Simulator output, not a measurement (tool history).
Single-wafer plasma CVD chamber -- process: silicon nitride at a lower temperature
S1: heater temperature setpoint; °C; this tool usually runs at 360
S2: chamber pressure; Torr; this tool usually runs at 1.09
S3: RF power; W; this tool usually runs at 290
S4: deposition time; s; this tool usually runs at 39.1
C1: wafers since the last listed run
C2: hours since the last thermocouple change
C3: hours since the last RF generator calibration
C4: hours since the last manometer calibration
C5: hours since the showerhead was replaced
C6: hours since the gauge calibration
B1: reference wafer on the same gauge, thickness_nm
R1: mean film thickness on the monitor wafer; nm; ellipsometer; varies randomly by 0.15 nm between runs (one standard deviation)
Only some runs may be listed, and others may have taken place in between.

Run 1, hour 0: usual settings but S2 0.98 Torr; C1 0; C2 2491.7; C3 993; C4 1454.5; C5 6708.4; C6 927.3; B1 37.586. Result: R1 33.978 nm.
Run 2, hour 28.1: usual settings but S2 1.01 Torr; C1 660; C2 2519.8; C3 1021.1; C4 1482.6; C5 6736.5; C6 955.4; B1 37.656. Result: R1 33.922 nm.
Run 3, hour 56.6: usual settings; C1 669; C2 2548.3; C3 1049.6; C4 1511.1; C5 6765; C6 983.9; B1 37.618. Result: R1 35.076 nm.
Run 4, hour 79.8: usual settings; C1 545; C2 2571.5; C3 1072.8; C4 1534.3; C5 6788.2; C6 1007.1; B1 37.602. Result: R1 34.542 nm.
Run 5, hour 111.6: usual settings; C1 747; C2 2603.3; C3 1104.6; C4 1566.1; C5 6820; C6 1038.9; B1 37.649. Result: R1 34.206 nm.
At hour 125.5: capacitance manometer re-zeroed and calibrated.
Run 6, hour 145: usual settings; C1 596; C2 2636.7; C3 1138; C4 19.5; C5 6853.4; C6 1072.3; B1 37.652. Result: R1 34.252 nm.
At hour 175.7: gauge calibrated.
Run 7, hour 178.4: usual settings but S1 367 °C; C1 785; C2 2670.1; C3 1171.4; C4 52.9; C5 6886.8; C6 2.7; B1 37.635. Result: R1 34.197 nm.
Run 8, hour 258.5: usual settings; C1 1882; C2 2750.2; C3 1251.5; C4 133; C5 6966.9; C6 82.8; B1 37.611. Result: R1 34.132 nm.
Run 9, hour 287.5: usual settings but S1 371 °C, S2 0.97 Torr, S3 245 W, S4 36.2 s; C1 681; C2 2779.2; C3 1280.5; C4 162; C5 6995.9; C6 111.8; B1 37.65. Result: R1 26.326 nm.
Run 10, hour 320.7: usual settings but S3 240 W; C1 780; C2 2812.4; C3 1313.7; C4 195.2; C5 7029.1; C6 145; B1 37.651. Result: R1 29.216 nm.
Run 11, hour 341.9: usual settings but S4 36.9 s; C1 498; C2 2833.6; C3 1334.9; C4 216.4; C5 7050.3; C6 166.2; B1 37.638. Result: R1 32.147 nm.
At hour 350.7: RF generator calibrated.
Run 12, hour 363.1: usual settings but S1 364 °C, S4 41.6 s; C1 310; C2 2854.8; C3 12.4; C4 237.6; C5 7071.5; C6 187.4; B1 37.642. Result: R1 38.032 nm.
Run 13, hour 390: usual settings; C1 632; C2 2881.7; C3 39.3; C4 264.5; C5 7098.4; C6 214.3; B1 37.55. Result: R1 35.305 nm.
At hour 409: showerhead replaced.
Run 14, hour 409.5: usual settings; C1 270; C2 2901.2; C3 58.8; C4 284; C5 0.5; C6 233.8; B1 37.567. Result: R1 35.793 nm.
Run 15, hour 437.3: usual settings but S1 353 °C, S2 0.88 Torr; C1 653; C2 2929; C3 86.6; C4 311.8; C5 28.3; C6 261.6; B1 37.632. Result: R1 33.675 nm.
Run 16, hour 472.6: usual settings but S3 250 W; C1 829; C2 2964.3; C3 121.9; C4 347.1; C5 63.6; C6 296.9; B1 37.572. Result: R1 31.706 nm.
Run 17, hour 499.6: usual settings but S1 366 °C, S3 320 W; C1 634; C2 2991.3; C3 148.9; C4 374.1; C5 90.6; C6 323.9; B1 37.655. Result: R1 38.417 nm.
Run 18, hour 526.8: usual settings but S4 36.9 s; C1 639; C2 3018.5; C3 176.1; C4 401.3; C5 117.8; C6 351.1; B1 37.647. Result: R1 33.564 nm.
At hour 548.6: thermocouple changed; heater temperature recalibrated.
Run 19, hour 549.1: usual settings but S3 330 W; C1 336; C2 0.5; C3 198.4; C4 423.6; C5 140.1; C6 373.4; B1 37.685. Result: R1 39.03 nm.
Run 20, hour 565.8: usual settings but S1 351 °C, S4 44.8 s; C1 392; C2 17.2; C3 215.1; C4 440.3; C5 156.8; C6 390.1; B1 37.567. Result: R1 40.856 nm.
Run 21, hour 595.6: usual settings but S1 368 °C, S2 0.83 Torr, S3 250 W, S4 34.1 s; C1 700; C2 47; C3 244.9; C4 470.1; C5 186.6; C6 419.9; B1 37.559. Result: R1 25.473 nm.
Run 22, hour 610.4: usual settings but S3 235 W, S4 33.4 s; C1 347; C2 61.8; C3 259.7; C4 484.9; C5 201.4; C6 434.7; B1 37.598. Result: R1 25.561 nm.
Run 23, hour 639.4: usual settings but S1 351 °C, S4 31.4 s; C1 681; C2 90.8; C3 288.7; C4 513.9; C5 230.4; C6 463.7; B1 37.596. Result: R1 28.663 nm.
Run 24, hour 651.7: usual settings but S2 1.33 Torr, S3 325 W; C1 289; C2 103.1; C3 301; C4 526.2; C5 242.7; C6 476; B1 37.646. Result: R1 40.97 nm.
Run 25, hour 680.2: usual settings but S1 346 °C, S4 36.9 s; C1 669; C2 131.6; C3 329.5; C4 554.7; C5 271.2; C6 504.5; B1 37.614. Result: R1 33.422 nm.
Run 26, hour 695.2: usual settings but S1 368 °C, S3 265 W; C1 352; C2 146.6; C3 344.5; C4 569.7; C5 286.2; C6 519.5; B1 37.632. Result: R1 32.888 nm.
Run 27, hour 726.6: usual settings; C1 737; C2 178; C3 375.9; C4 601.1; C5 317.6; C6 550.9; B1 37.629. Result: R1 35.624 nm.
Run 28, hour 762.1: usual settings; C1 834; C2 213.5; C3 411.4; C4 636.6; C5 353.1; C6 586.4; B1 37.529. Result: R1 35.51 nm.
Run 29, hour 790.8: usual settings but S4 36.8 s; C1 674; C2 242.2; C3 440.1; C4 665.3; C5 381.8; C6 615.1; B1 37.643. Result: R1 33.432 nm.

4 ways to go on from here, each from the tool as it stands after run 29. What would each give?
Run A, hour 791.2: usual settings; C1 9; C2 242.6; C3 440.5; C4 665.7; C5 382.2; C6 615.5; B1 ?. Result: R1 ?.
Run B, hour 791.2: usual settings but S1 354 °C, S2 1.29 Torr, S3 335 W; C1 9; C2 242.6; C3 440.5; C4 665.7; C5 382.2; C6 615.5; B1 ?. Result: R1 ?.
Run C, hour 791.2: usual settings but S1 367 °C, S3 340 W; C1 9; C2 242.6; C3 440.5; C4 665.7; C5 382.2; C6 615.5; B1 ?. Result: R1 ?.
Run D, hour 791.2: usual settings but S2 0.9 Torr, S4 42.8 s; C1 9; C2 242.6; C3 440.5; C4 665.7; C5 382.2; C6 615.5; B1 ?. Result: R1 ?.

run      B1      R1
  A  37.601  35.114
  B  37.601   41.14
  C  37.601  39.491
  D  37.601   36.34
Without the tool's hidden state the same runs would have given:
run      R1
  A   35.66
  B  41.739
  C  40.065
  D  36.906
